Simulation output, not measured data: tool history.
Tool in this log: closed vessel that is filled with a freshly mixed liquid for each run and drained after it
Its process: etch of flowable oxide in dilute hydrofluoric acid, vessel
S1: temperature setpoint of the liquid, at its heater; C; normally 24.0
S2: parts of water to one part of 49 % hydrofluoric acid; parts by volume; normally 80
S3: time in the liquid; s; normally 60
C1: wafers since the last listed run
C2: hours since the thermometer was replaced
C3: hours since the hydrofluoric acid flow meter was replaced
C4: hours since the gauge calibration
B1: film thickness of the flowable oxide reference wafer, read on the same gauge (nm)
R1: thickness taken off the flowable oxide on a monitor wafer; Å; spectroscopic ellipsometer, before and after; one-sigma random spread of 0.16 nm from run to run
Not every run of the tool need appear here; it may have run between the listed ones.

run 1 hour=0.0 | S1=22.0 S2=60 S3=60 | C1=0 C2=1496.1 C3=958.1 C4=168.2 | B1=70.00 | R1=374.3
run 2 hour=13.7 | S1=22.0 S2=60 S3=60 | C1=1276 C2=1509.8 C3=971.8 C4=181.9 | B1=70.03 | R1=378.0
run 3 hour=65.7 | S1=24.0 S2=80 S3=60 | C1=4846 C2=1561.8 C3=1023.8 C4=233.9 | B1=70.05 | R1=300.2
run 4 hour=100.6 | S1=24.0 S2=80 S3=60 | C1=3252 C2=1596.7 C3=1058.7 C4=268.8 | B1=70.01 | R1=298.9
run 5 hour=134.6 | S1=20.5 S2=80 S3=60 | C1=3168 C2=1630.7 C3=1092.7 C4=302.8 | B1=69.96 | R1=256.2
run 6 hour=190.0 | S1=20.5 S2=80 S3=60 | C1=5163 C2=1686.1 C3=1148.1 C4=358.2 | B1=69.96 | R1=256.8
run 7 hour=216.9 | S1=20.5 S2=80 S3=60 | C1=2507 C2=1713.0 C3=1175.0 C4=385.1 | B1=70.02 | R1=253.8
run 8 hour=247.7 | S1=24.0 S2=80 S3=60 | C1=2870 C2=1743.8 C3=1205.8 C4=415.9 | B1=69.97 | R1=293.5
run 9 hour=272.5 | S1=22.0 S2=80 S3=60 | C1=2311 C2=1768.6 C3=1230.6 C4=440.7 | B1=69.95 | R1=270.8
run 10 hour=292.0 | S1=24.0 S2=80 S3=80 | C1=1817 C2=1788.1 C3=1250.1 C4=460.2 | B1=70.01 | R1=390.9
-- hour=314.5 gauge calibrated
run 11 hour=315.0 | S1=24.0 S2=80 S3=60 | C1=2143 C2=1811.1 C3=1273.1 C4=0.5 | B1=69.98 | R1=292.3
-- hour=327.3 thermometer replaced
run 12 hour=346.0 | S1=24.0 S2=80 S3=30 | C1=2796 C2=18.7 C3=1304.1 C4=31.5 | B1=70.02 | R1=146.7
-- hour=347.8 hydrofluoric acid flow meter replaced
run 13 hour=417.1 | S1=19.0 S2=70 S3=80 | C1=6533 C2=89.8 C3=69.3 C4=102.6 | B1=69.99 | R1=394.1
run 14 hour=434.1 | S1=20.5 S2=80 S3=60 | C1=1584 C2=106.8 C3=86.3 C4=119.6 | B1=70.02 | R1=274.1
run 15 hour=462.3 | S1=24.0 S2=80 S3=60 | C1=2628 C2=135.0 C3=114.5 C4=147.8 | B1=70.03 | R1=312.2
run 16 hour=478.3 | S1=20.0 S2=80 S3=80 | C1=1491 C2=151.0 C3=130.5 C4=163.8 | B1=70.02 | R1=355.5
run 17 hour=493.8 | S1=27.5 S2=80 S3=60 | C1=1444 C2=166.5 C3=146.0 C4=179.3 | B1=70.00 | R1=358.8
run 18 hour=518.6 | S1=24.0 S2=80 S3=60 | C1=2311 C2=191.3 C3=170.8 C4=204.1 | B1=69.98 | R1=312.5
run 19 hour=554.0 | S1=21.0 S2=60 S3=95 | C1=3299 C2=226.7 C3=206.2 C4=239.5 | B1=69.99 | R1=595.6
run 20 hour=580.7 | S1=24.0 S2=80 S3=70 | C1=2488 C2=253.4 C3=232.9 C4=266.2 | B1=70.06 | R1=364.1
run 21 hour=613.6 | S1=24.0 S2=55 S3=50 | C1=3066 C2=286.3 C3=265.8 C4=299.1 | B1=70.01 | R1=388.8
run 22 hour=649.2 | S1=24.0 S2=80 S3=30 | C1=3318 C2=321.9 C3=301.4 C4=334.7 | B1=69.98 | R1=153.9

Consider 3 possible next runs. They are alternatives, not a sequence: every one starts from the tool as it was left by run 22. What does each give?
run A hour=649.9 | S1=24.0 S2=80 S3=60 | C1=65 C2=322.6 C3=302.1 C4=335.4 | B1=? | R1=?
run B hour=649.9 | S1=20.5 S2=80 S3=45 | C1=65 C2=322.6 C3=302.1 C4=335.4 | B1=? | R1=?
run C hour=649.9 | S1=24.0 S2=80 S3=45 | C1=65 C2=322.6 C3=302.1 C4=335.4 | B1=? | R1=?

run=A B1=69.96 R1=308.7
run=B B1=69.96 R1=200.7
run=C B1=69.96 R1=231.5
Had the tool no hidden state, the same runs would have come out as:
run=A R1=314.8
run=B R1=204.7
run=C R1=236.1

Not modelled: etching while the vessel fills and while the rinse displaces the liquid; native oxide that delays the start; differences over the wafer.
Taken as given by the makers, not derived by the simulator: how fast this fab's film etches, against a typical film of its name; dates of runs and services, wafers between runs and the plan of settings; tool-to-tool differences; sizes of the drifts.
